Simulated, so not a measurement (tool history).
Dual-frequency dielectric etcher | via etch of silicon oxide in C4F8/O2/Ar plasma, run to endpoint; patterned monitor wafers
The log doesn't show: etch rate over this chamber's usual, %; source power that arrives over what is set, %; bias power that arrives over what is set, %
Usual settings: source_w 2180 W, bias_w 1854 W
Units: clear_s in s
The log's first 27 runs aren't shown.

run	day	source_w	bias_w	wafers since the last listed run	hours since the last wet clean	hours since the last source power generator calibration	hours since the last bias power generator calibration	hours since the last upper electrode change	incoming incoming film thickness, nm	clear_s
28	13.529	2180	1854	43	95.6	70.5	192.4	59.7	1470.4	300.4
29	14.108	2180	1854	50	109.5	84.4	206.3	73.6	1460.7	295.6
30	14.721	1680	2270	53	124.2	99.1	221.0	88.3	1484.3	317.3
31	15.079	1660	1499	31	132.8	107.7	229.6	96.9	1470.4	350.6
32	15.454	1860	2254	32	141.8	116.7	238.6	105.9	1479.4	302.1
33	15.938	1830	2012	42	153.4	128.3	250.2	117.5	1495.9	317.7
34	16.400	2340	1854	40	164.5	139.4	261.3	128.6	1483.3	291.8
35	16.846	2180	1615	39	175.2	150.1	272.0	139.3	1477.4	310.5
36	17.096	2030	1564	21	181.2	156.1	278.0	145.3	1482.2	321.9

3 ways to go on from here, each from the tool as it stands after run 36. What would each give?
A	17.117	2180	1854	1	181.7	156.6	278.5	145.8	1495.1	?
B	17.117	1670	1425	1	181.7	156.6	278.5	145.8	1495.1	?
C	17.117	2180	1627	1	181.7	156.6	278.5	145.8	1495.1	?

run	clear_s
A	302.9
B	360.9
C	312.9
Without the tool's hidden state the same runs would have given:
run	clear_s
A	302.9
B	360.9
C	312.9
